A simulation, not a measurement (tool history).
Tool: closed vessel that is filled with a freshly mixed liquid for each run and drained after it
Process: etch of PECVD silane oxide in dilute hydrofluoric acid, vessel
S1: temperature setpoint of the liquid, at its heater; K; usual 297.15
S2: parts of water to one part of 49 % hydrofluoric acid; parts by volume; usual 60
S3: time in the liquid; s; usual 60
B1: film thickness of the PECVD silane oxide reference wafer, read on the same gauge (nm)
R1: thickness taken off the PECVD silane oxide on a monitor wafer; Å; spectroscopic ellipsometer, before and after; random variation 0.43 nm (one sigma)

run,hour,S1,S2,S3,B1,R1
1,0.0,297.15,60,60,139.99,499.7
2,104.7,293.65,60,60,139.98,437.0
3,409.8,293.65,60,60,140.00,442.5
4,488.5,297.15,60,60,140.01,503.3
5,571.8,297.15,80,60,140.00,372.9
6,670.1,297.15,80,60,140.00,366.1
7,777.5,297.15,80,60,139.97,366.3
8,823.1,302.15,45,60,140.00,849.9
9,920.6,300.65,60,30,140.00,288.3
10,969.1,293.65,60,60,140.00,429.2
11,1065.8,292.65,50,30,139.98,254.7
12,1275.1,299.15,85,60,140.01,375.7
13,1373.9,299.15,85,60,140.00,374.6
14,1446.9,299.65,50,75,140.04,853.1

Not shown: 3 entries that the log had between the listed runs. Between which runs, and how does the tool's hidden state differ before and after?
Between runs 4 and 5: thermometer replaced (hour 564.9)
  no hidden state differs between the two runs
Between runs 6 and 7: gauge calibrated (hour 742.7)
  no hidden state differs between the two runs
Between runs 10 and 11: hydrofluoric acid flow meter replaced (hour 1058.3)
  no hidden state differs between the two runs
